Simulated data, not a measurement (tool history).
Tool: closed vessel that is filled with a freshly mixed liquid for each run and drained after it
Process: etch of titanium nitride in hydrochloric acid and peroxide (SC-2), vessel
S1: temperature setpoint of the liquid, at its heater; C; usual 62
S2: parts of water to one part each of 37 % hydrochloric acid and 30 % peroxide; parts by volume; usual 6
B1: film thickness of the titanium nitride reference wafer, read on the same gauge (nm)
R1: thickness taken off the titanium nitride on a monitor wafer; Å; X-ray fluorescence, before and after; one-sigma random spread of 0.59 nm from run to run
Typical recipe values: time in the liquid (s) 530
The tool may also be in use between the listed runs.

run 1 hour=0 | S1=65 S2=6 time_in_the_liquid_(s)=530 | B1=59.98 | R1=763.8
run 2 hour=123.5 | S1=62 S2=6 time_in_the_liquid_(s)=530 | B1=60.04 | R1=623.6
run 3 hour=171.5 | S1=62 S2=6 time_in_the_liquid_(s)=530 | B1=60.06 | R1=615.8
-- hour=182.7 new drum of peroxide connected
run 4 hour=222.4 | S1=62 S2=6 time_in_the_liquid_(s)=530 | B1=60.04 | R1=670.6
-- hour=287.5 chemicals flow meter replaced
run 5 hour=329.5 | S1=55 S2=6 time_in_the_liquid_(s)=530 | B1=59.99 | R1=394.8
run 6 hour=421.7 | S1=55 S2=6 time_in_the_liquid_(s)=530 | B1=59.99 | R1=389.5
run 7 hour=491 | S1=55 S2=6 time_in_the_liquid_(s)=530 | B1=59.97 | R1=378.6
-- hour=497.5 gauge calibrated
run 8 hour=545.1 | S1=62 S2=6 time_in_the_liquid_(s)=530 | B1=60.05 | R1=587.3
run 9 hour=626.6 | S1=62 S2=6 time_in_the_liquid_(s)=530 | B1=60.06 | R1=577.7
run 10 hour=716.6 | S1=62 S2=6 time_in_the_liquid_(s)=530 | B1=59.97 | R1=581.4
run 11 hour=812.7 | S1=54 S2=7 time_in_the_liquid_(s)=750 | B1=60.01 | R1=441.5
-- hour=847.8 new drum of peroxide connected
-- hour=880.6 thermometer replaced
run 12 hour=888.1 | S1=55.5 S2=8.5 time_in_the_liquid_(s)=735 | B1=60 | R1=438
run 13 hour=964.3 | S1=71.5 S2=4 time_in_the_liquid_(s)=815 | B1=60.06 | R1=2260.4
run 14 hour=1002.8 | S1=62 S2=6 time_in_the_liquid_(s)=530 | B1=59.99 | R1=628.1
run 15 hour=1095.7 | S1=62 S2=7.5 time_in_the_liquid_(s)=530 | B1=60.05 | R1=506.4
run 16 hour=1168.7 | S1=65 S2=7.5 time_in_the_liquid_(s)=530 | B1=60 | R1=612.4
run 17 hour=1249.7 | S1=54.5 S2=9 time_in_the_liquid_(s)=530 | B1=59.98 | R1=271.5
run 18 hour=1355.7 | S1=62 S2=6 time_in_the_liquid_(s)=530 | B1=60.04 | R1=596.7
-- hour=1381.7 new drum of peroxide connected
run 19 hour=1459.4 | S1=57.5 S2=6 time_in_the_liquid_(s)=645 | B1=60.03 | R1=578.2
run 20 hour=1519.4 | S1=62 S2=6 time_in_the_liquid_(s)=530 | B1=59.95 | R1=636
run 21 hour=1586.6 | S1=55 S2=6 time_in_the_liquid_(s)=530 | B1=60 | R1=408.1
run 22 hour=1655.6 | S1=71 S2=4 time_in_the_liquid_(s)=750 | B1=59.99 | R1=2027
run 23 hour=1751.3 | S1=62 S2=6 time_in_the_liquid_(s)=530 | B1=60.01 | R1=621.6
run 24 hour=1841.6 | S1=62 S2=6 time_in_the_liquid_(s)=530 | B1=60.03 | R1=609.7
run 25 hour=1922.9 | S1=62 S2=6 time_in_the_liquid_(s)=530 | B1=60 | R1=605.4
run 26 hour=2006 | S1=62 S2=4 time_in_the_liquid_(s)=530 | B1=59.96 | R1=806.2
-- hour=2011.4 new drum of peroxide connected
run 27 hour=2080.8 | S1=62 S2=6 time_in_the_liquid_(s)=295 | B1=59.97 | R1=363
run 28 hour=2141.3 | S1=69.5 S2=4 time_in_the_liquid_(s)=695 | B1=60.01 | R1=1791.1

Branching from run 28: 5 alternative next runs. What would each branch give?
run A hour=2142.1 | S1=62 S2=6 time_in_the_liquid_(s)=530 | B1=? | R1=?
run B hour=2142.1 | S1=56.5 S2=4.5 time_in_the_liquid_(s)=780 | B1=? | R1=?
run C hour=2142.1 | S1=59 S2=8.5 time_in_the_liquid_(s)=530 | B1=? | R1=?
run D hour=2142.1 | S1=52.5 S2=6 time_in_the_liquid_(s)=530 | B1=? | R1=?
run E hour=2142.1 | S1=71 S2=6 time_in_the_liquid_(s)=530 | B1=? | R1=?

run=A B1=60.05 R1=644.8
run=B B1=60.05 R1=821.5
run=C B1=60.05 R1=409.4
run=D B1=60.05 R1=351.7
run=E B1=60.05 R1=1110.1
The same runs, with their run-to-run variation unchanged, on a tool lacking any hidden condition would have given:
run=A R1=610
run=B R1=781.3
run=C R1=385.3
run=D R1=332.8
run=E R1=1050.3

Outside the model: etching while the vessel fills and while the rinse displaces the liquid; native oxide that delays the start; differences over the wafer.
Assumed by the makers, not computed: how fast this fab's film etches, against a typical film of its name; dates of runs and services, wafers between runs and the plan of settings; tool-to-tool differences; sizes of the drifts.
